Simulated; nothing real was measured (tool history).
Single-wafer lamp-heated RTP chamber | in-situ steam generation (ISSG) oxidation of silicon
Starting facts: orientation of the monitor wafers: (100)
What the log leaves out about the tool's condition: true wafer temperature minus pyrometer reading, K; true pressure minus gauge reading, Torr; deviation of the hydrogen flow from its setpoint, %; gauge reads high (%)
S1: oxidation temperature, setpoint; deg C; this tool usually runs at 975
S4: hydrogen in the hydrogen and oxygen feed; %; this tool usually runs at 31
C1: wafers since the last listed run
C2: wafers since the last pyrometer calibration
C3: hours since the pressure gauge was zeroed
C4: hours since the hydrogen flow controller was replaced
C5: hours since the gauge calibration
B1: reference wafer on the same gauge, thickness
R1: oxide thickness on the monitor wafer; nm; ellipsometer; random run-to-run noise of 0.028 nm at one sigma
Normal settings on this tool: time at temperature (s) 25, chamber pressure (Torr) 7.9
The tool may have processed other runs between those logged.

Run 1, hour 0.0: usual settings but S1 969 deg C; C1 0; C2 1195; C3 3566.4; C4 4471.0; C5 406.8; B1 5.923. Result: R1 5.975 nm.
Run 2, hour 12.2: usual settings but S1 969 deg C; C1 147; C2 1342; C3 3578.6; C4 4483.2; C5 419.0; B1 5.935. Result: R1 6.036 nm.
Run 3, hour 31.2: usual settings; C1 229; C2 1572; C3 3597.6; C4 4502.2; C5 438.0; B1 5.922. Result: R1 6.201 nm.
Run 4, hour 65.8: usual settings; C1 417; C2 1989; C3 3632.2; C4 4536.8; C5 472.6; B1 5.947. Result: R1 6.156 nm.
Run 5, hour 98.5: usual settings; C1 394; C2 2384; C3 3664.9; C4 4569.5; C5 505.3; B1 5.939. Result: R1 6.223 nm.
Run 6, hour 128.8: usual settings; C1 365; C2 2750; C3 3695.2; C4 4599.8; C5 535.6; B1 5.955. Result: R1 6.218 nm.
Run 7, hour 144.9: usual settings but S1 960 deg C; C1 194; C2 2945; C3 3711.3; C4 4615.9; C5 551.7; B1 5.951. Result: R1 5.800 nm.
Run 8, hour 177.4: usual settings; C1 392; C2 3337; C3 3743.8; C4 4648.4; C5 584.2; B1 5.972. Result: R1 6.154 nm.
Run 9, hour 211.1: usual settings; C1 407; C2 3744; C3 3777.5; C4 4682.1; C5 617.9; B1 5.960. Result: R1 6.182 nm.
Run 10, hour 244.9: usual settings; C1 408; C2 4153; C3 3811.3; C4 4715.9; C5 651.7; B1 5.977. Result: R1 6.216 nm.
Run 11, hour 339.2: usual settings; C1 1138; C2 5291; C3 3905.6; C4 4810.2; C5 746.0; B1 5.990. Result: R1 6.190 nm.
At hour 366.2: hydrogen flow controller replaced.
Run 12, hour 372.8: usual settings; C1 309; C2 5601; C3 3939.2; C4 6.6; C5 779.6; B1 5.992. Result: R1 6.206 nm.
At hour 381.0: pyrometer window cleaned and pyrometer calibrated.
Run 13, hour 402.5: usual settings; C1 262; C2 259; C3 3968.9; C4 36.3; C5 809.3; B1 6.005. Result: R1 6.225 nm.
Run 14, hour 470.5: usual settings but S4 25 %; C1 821; C2 1080; C3 4036.9; C4 104.3; C5 877.3; B1 6.024. Result: R1 5.900 nm.
Run 15, hour 505.5: usual settings but S1 955 deg C, time at temperature (s) 20, chamber pressure (Torr) 8.7, S4 22 %; C1 422; C2 1503; C3 4071.9; C4 139.3; C5 912.3; B1 6.033. Result: R1 4.846 nm.
Run 16, hour 535.4: usual settings but time at temperature (s) 17, chamber pressure (Torr) 6.9, S4 32 %; C1 361; C2 1864; C3 4101.8; C4 169.2; C5 942.2; B1 6.033. Result: R1 5.395 nm.
Run 17, hour 554.6: usual settings but time at temperature (s) 16; C1 231; C2 2096; C3 4121.0; C4 188.4; C5 961.4; B1 6.034. Result: R1 5.210 nm.
At hour 574.4: pressure gauge zeroed.
Run 18, hour 577.0: usual settings but time at temperature (s) 35, chamber pressure (Torr) 8.3; C1 173; C2 2270; C3 2.6; C4 210.8; C5 983.8; B1 6.038. Result: R1 7.238 nm.
Run 19, hour 602.8: usual settings but S1 959 deg C, time at temperature (s) 22, chamber pressure (Torr) 8.6, S4 25 %; C1 311; C2 2581; C3 28.4; C4 236.6; C5 1009.6; B1 6.057. Result: R1 5.256 nm.
Run 20, hour 622.2: usual settings; C1 234; C2 2816; C3 47.8; C4 256.0; C5 1029.0; B1 6.058. Result: R1 6.316 nm.
Run 21, hour 637.4: usual settings; C1 183; C2 2999; C3 63.0; C4 271.2; C5 1044.2; B1 6.052. Result: R1 6.231 nm.
At hour 639.1: gauge calibrated.
Run 22, hour 708.0: usual settings but time at temperature (s) 28; C1 852; C2 3852; C3 133.6; C4 341.8; C5 68.9; B1 5.891. Result: R1 6.417 nm.
Run 23, hour 738.4: usual settings but S1 963 deg C, time at temperature (s) 30, chamber pressure (Torr) 8.8, S4 28 %; C1 367; C2 4219; C3 164.0; C4 372.2; C5 99.3; B1 5.895. Result: R1 6.132 nm.
Run 24, hour 761.3: usual settings but S1 985 deg C, time at temperature (s) 33, chamber pressure (Torr) 8.9, S4 28 %; C1 276; C2 4495; C3 186.9; C4 395.1; C5 122.2; B1 5.900. Result: R1 6.999 nm.
Run 25, hour 796.4: usual settings; C1 423; C2 4919; C3 222.0; C4 430.2; C5 157.3; B1 5.902. Result: R1 6.160 nm.
Run 26, hour 828.9: usual settings but S1 990 deg C, chamber pressure (Torr) 8.4; C1 392; C2 5312; C3 254.5; C4 462.7; C5 189.8; B1 5.912. Result: R1 6.464 nm.

4 ways to go on from here, each from the tool as it stands after run 26. What would each give?
Run A, hour 829.3: usual settings but S4 26 %; C1 4; C2 5317; C3 254.9; C4 463.1; C5 190.2; B1 ?. Result: R1 ?.
Run B, hour 829.3: usual settings but S1 968 deg C, time at temperature (s) 19, chamber pressure (Torr) 8.9; C1 4; C2 5317; C3 254.9; C4 463.1; C5 190.2; B1 ?. Result: R1 ?.
Run C, hour 829.3: usual settings but S1 985 deg C, time at temperature (s) 30, chamber pressure (Torr) 9.2, S4 22 %; C1 4; C2 5317; C3 254.9; C4 463.1; C5 190.2; B1 ?. Result: R1 ?.
Run D, hour 829.3: usual settings but S1 969 deg C, time at temperature (s) 34; C1 4; C2 5317; C3 254.9; C4 463.1; C5 190.2; B1 ?. Result: R1 ?.

run     B1     R1
  A  5.913  5.839
  B  5.913  5.235
  C  5.913  6.295
  D  5.913  6.867
Take away the tool's hidden state, keep each run's random variation, and the runs would have read:
run     R1
  A  5.792
  B  5.193
  C  6.244
  D  6.811
